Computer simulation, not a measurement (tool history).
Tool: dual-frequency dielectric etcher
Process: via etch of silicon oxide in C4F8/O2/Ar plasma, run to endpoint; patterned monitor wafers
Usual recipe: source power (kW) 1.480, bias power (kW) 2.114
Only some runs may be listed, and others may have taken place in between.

run     day  source power (kW)  bias power (kW)  wafers since the last listed run  hours since the last wet clean  hours since the last source power generator calibration  hours since the last bias power generator calibration  hours since the last upper electrode change  incoming incoming film thickness, nm  endpoint time (s)
  1   0.000              1.480            2.114                                 0                           407.3                                                   2147.3                                                 3710.0                                       2424.6                                1488.7              336.8
  2   0.454              1.480            2.114                                66                           418.2                                                   2158.2                                                 3720.9                                       2435.5                                1494.1              338.4
  3   1.171              1.480            2.114                               105                           435.4                                                   2175.4                                                 3738.1                                       2452.7                                1499.9              343.2
  4   1.596              1.480            2.114                                62                           445.6                                                   2185.6                                                 3748.3                                       2462.9                                1483.3              337.2
  5   2.038              1.480            2.270                                64                           456.2                                                   2196.2                                                 3758.9                                       2473.5                                1483.6              327.4
  6   2.462              1.480            2.270                                62                           466.4                                                   2206.4                                                 3769.1                                       2483.7                                1496.2              329.5
  7   2.975              1.480            2.270                                75                           478.7                                                   2218.7                                                 3781.4                                       2496.0                                1490.3              333.5
  8   3.550              1.480            2.114                                84                           492.5                                                   2232.5                                                 3795.2                                       2509.8                                1481.6              334.4
  9   3.912              1.480            2.114                                53                           501.2                                                   2241.2                                                 3803.9                                       2518.5                                1499.1              339.5
 10   4.246              1.480            2.114                                49                           509.2                                                   2249.2                                                 3811.9                                       2526.5                                1480.6              338.8
      5.158  -- bias power generator calibrated
      5.388  -- upper electrode replaced
 11   5.408              1.480            2.114                               112                           537.1                                                   2277.1                                                    6.0                                          0.5                                1492.0              342.9
      5.917  -- source power generator calibrated
      7.538  -- wet clean of the chamber
 12   7.558              1.230            2.114                               144                             0.5                                                     39.4                                                   57.6                                         52.1                                1483.7              343.6
 13   7.575              1.230            2.114                                 2                             0.9                                                     39.8                                                   58.0                                         52.5                                1497.7              348.4
 14   7.754              1.480            1.774                                26                             5.2                                                     44.1                                                   62.3                                         56.8                                1502.7              347.4
 15   8.500              1.350            2.114                               109                            23.1                                                     62.0                                                   80.2                                         74.7                                1501.4              339.5
 16   9.138              1.480            1.741                                93                            38.4                                                     77.3                                                   95.5                                         90.0                                1489.0              348.9
 17   9.717              1.480            1.978                                85                            52.3                                                     91.2                                                  109.4                                        103.9                                1505.9              337.2
 18  10.279              1.480            2.577                                82                            65.8                                                    104.7                                                  122.9                                        117.4                                1493.6              309.7

Run 19, settings as shown, results not yet in. Your forecast:
 19  10.888              1.480            2.114                                89                            80.4                                                    119.3                                                  137.5                                        132.0                                1498.7                  ?

{"run 19": {"endpoint time (s)": 331.6}}
Were there no unlogged condition in the tool, this run, its random variation unchanged, would have produced endpoint time (s) 330.8.

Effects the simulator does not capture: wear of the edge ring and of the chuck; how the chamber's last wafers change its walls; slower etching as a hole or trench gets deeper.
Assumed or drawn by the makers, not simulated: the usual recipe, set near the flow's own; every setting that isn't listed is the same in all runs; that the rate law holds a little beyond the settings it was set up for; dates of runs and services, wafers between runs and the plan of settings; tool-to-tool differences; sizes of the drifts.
